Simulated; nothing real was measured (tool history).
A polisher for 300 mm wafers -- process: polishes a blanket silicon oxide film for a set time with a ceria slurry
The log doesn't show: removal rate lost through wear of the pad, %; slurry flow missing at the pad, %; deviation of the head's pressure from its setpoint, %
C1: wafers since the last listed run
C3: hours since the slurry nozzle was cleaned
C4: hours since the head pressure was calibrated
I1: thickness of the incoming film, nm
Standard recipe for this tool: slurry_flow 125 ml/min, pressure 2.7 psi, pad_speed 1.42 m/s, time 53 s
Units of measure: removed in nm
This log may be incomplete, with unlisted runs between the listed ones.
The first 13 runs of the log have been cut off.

{"run": 14, "hour": 287.8, "slurry_flow": 125, "pressure": 2.7, "pad_speed": 1.42, "time": 53, "C1": 275, "wafers polished on this pad": 1876, "C3": 812.3, "C4": 638, "I1": 1556.2, "removed": 268.9}
{"hour": 311.3, "done": "slurry nozzle cleaned"}
{"hour": 363.0, "done": "worn pad replaced by a new one"}
{"run": 15, "hour": 383.1, "slurry_flow": 125, "pressure": 2.7, "pad_speed": 1.42, "time": 53, "C1": 1337, "wafers polished on this pad": 297, "C3": 71.8, "C4": 733.3, "I1": 1541, "removed": 279.1}
{"run": 16, "hour": 398.8, "slurry_flow": 105, "pressure": 2.7, "pad_speed": 1.42, "time": 53, "C1": 232, "wafers polished on this pad": 530, "C3": 87.5, "C4": 749, "I1": 1574.6, "removed": 268.5}
{"run": 17, "hour": 452.9, "slurry_flow": 105, "pressure": 2.7, "pad_speed": 1.42, "time": 53, "C1": 801, "wafers polished on this pad": 1332, "C3": 141.6, "C4": 803.1, "I1": 1548, "removed": 262.7}
{"run": 18, "hour": 467.7, "slurry_flow": 105, "pressure": 2.7, "pad_speed": 1.42, "time": 53, "C1": 219, "wafers polished on this pad": 1551, "C3": 156.4, "C4": 817.9, "I1": 1536.7, "removed": 262.4}
{"run": 19, "hour": 498.2, "slurry_flow": 125, "pressure": 2.7, "pad_speed": 1.42, "time": 53, "C1": 451, "wafers polished on this pad": 2003, "C3": 186.9, "C4": 848.4, "I1": 1556.1, "removed": 273.3}
{"run": 20, "hour": 513.5, "slurry_flow": 85, "pressure": 1.9, "pad_speed": 1.42, "time": 66, "C1": 226, "wafers polished on this pad": 2229, "C3": 202.2, "C4": 863.7, "I1": 1550.6, "removed": 212.3}
{"run": 21, "hour": 535.0, "slurry_flow": 125, "pressure": 2.7, "pad_speed": 1.42, "time": 61, "C1": 318, "wafers polished on this pad": 2548, "C3": 223.7, "C4": 885.2, "I1": 1543.2, "removed": 300.2}
{"hour": 543.5, "done": "worn pad replaced by a new one"}
{"run": 22, "hour": 605.1, "slurry_flow": 125, "pressure": 2.7, "pad_speed": 1.42, "time": 53, "C1": 979, "wafers polished on this pad": 913, "C3": 293.8, "C4": 955.3, "I1": 1546, "removed": 276.1}
{"run": 23, "hour": 633.4, "slurry_flow": 100, "pressure": 2.7, "pad_speed": 1.86, "time": 53, "C1": 419, "wafers polished on this pad": 1332, "C3": 322.1, "C4": 983.6, "I1": 1548.6, "removed": 348.2}
{"run": 24, "hour": 661.3, "slurry_flow": 125, "pressure": 3.2, "pad_speed": 1.42, "time": 53, "C1": 413, "wafers polished on this pad": 1745, "C3": 350, "C4": 1011.5, "I1": 1536.7, "removed": 320.3}

Run 25, settings as shown, results not yet in. Your forecast:
{"run": 25, "hour": 682.1, "slurry_flow": 115, "pressure": 2.7, "pad_speed": 1.42, "time": 53, "C1": 308, "wafers polished on this pad": 2053, "C3": 370.8, "C4": 1032.3, "I1": 1566.1, "removed": "?"}

Run 25 gave removed 265.1 nm.
The same run, on a tool lacking any hidden state, would have yielded removed 277.2 nm.

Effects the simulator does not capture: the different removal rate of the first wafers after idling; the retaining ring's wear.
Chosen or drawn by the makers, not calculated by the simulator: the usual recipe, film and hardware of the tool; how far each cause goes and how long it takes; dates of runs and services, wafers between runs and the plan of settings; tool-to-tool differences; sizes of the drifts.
